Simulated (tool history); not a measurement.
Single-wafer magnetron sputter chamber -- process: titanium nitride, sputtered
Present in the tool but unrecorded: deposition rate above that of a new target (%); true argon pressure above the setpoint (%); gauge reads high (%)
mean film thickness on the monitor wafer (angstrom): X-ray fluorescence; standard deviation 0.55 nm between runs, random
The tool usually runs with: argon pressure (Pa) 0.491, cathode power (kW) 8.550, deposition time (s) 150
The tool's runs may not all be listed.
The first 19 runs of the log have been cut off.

run,hour,argon pressure (Pa),cathode power (kW),deposition time (s),wafers since the last listed run,wafers on the sputter target,hours since the last manometer calibration,hours since the magnet pack was replaced,hours since the gauge calibration,"read-back reference wafer on the same gauge, thickness_nm",mean film thickness on the monitor wafer (angstrom)
20,1492.1,0.491,8.550,150,697,1415,306.2,860.1,1760.1,257.005,2497.98
21,1666.4,0.304,7.250,178,2256,3671,480.5,1034.4,1934.4,256.953,2773.72
# hour 1690.3: gauge calibrated
22,1716.1,0.491,8.550,171,643,4314,530.2,1084.1,25.8,256.977,2837.27
23,1814.3,0.614,7.500,150,1271,5586,628.4,1182.3,124.0,256.934,2037.35
24,1912.6,0.491,8.550,137,1272,6858,726.7,1280.6,222.3,257.126,2261.56
25,1975.3,0.491,8.550,150,811,7670,789.4,1343.3,285.0,257.006,2476.81
# hour 1998.5: sputter target and shields replaced
26,2053.0,0.491,9.450,150,902,705,867.1,1421.0,362.7,257.016,2770.18
27,2094.2,0.491,8.550,150,533,1238,908.3,1462.2,403.9,257.040,2493.59
28,2177.4,0.664,7.950,136,1076,2315,991.5,1545.4,487.1,257.000,1918.54
29,2248.1,0.491,8.550,150,915,3230,1062.2,1616.1,557.8,257.049,2482.47
30,2433.6,0.422,8.550,150,2401,5631,1247.7,1801.6,743.3,256.979,2579.16
31,2537.6,0.491,8.550,150,1346,6978,1351.7,1905.6,847.3,257.009,2482.31
# hour 2582.3: sputter target and shields replaced
32,2584.4,0.423,8.550,150,502,27,1398.5,1952.4,894.1,257.010,2613.78
33,2673.4,0.491,8.550,150,1152,1179,1487.5,2041.4,983.1,256.991,2499.64
34,2762.8,0.304,6.650,159,1157,2336,1576.9,2130.8,1072.5,256.920,2274.52

4 options for the next run, each taken on its own from the tool as it stands now. Forecast them:
A,2763.2,0.491,8.550,150,5,2341,1577.3,2131.2,1072.9,?,?
B,2763.2,0.391,8.550,150,5,2341,1577.3,2131.2,1072.9,?,?
C,2763.2,0.491,9.800,150,5,2341,1577.3,2131.2,1072.9,?,?
D,2763.2,0.546,9.550,175,5,2341,1577.3,2131.2,1072.9,?,?

run,"read-back reference wafer on the same gauge, thickness_nm",mean film thickness on the monitor wafer (angstrom)
A,257.051,2488.34
B,257.051,2628.64
C,257.051,2852.13
D,257.051,3147.72
With the hidden condition removed and each run's random variation left untouched, the same runs would have given:
run,mean film thickness on the monitor wafer (angstrom)
A,2507.50
B,2648.89
C,2874.10
D,3171.97

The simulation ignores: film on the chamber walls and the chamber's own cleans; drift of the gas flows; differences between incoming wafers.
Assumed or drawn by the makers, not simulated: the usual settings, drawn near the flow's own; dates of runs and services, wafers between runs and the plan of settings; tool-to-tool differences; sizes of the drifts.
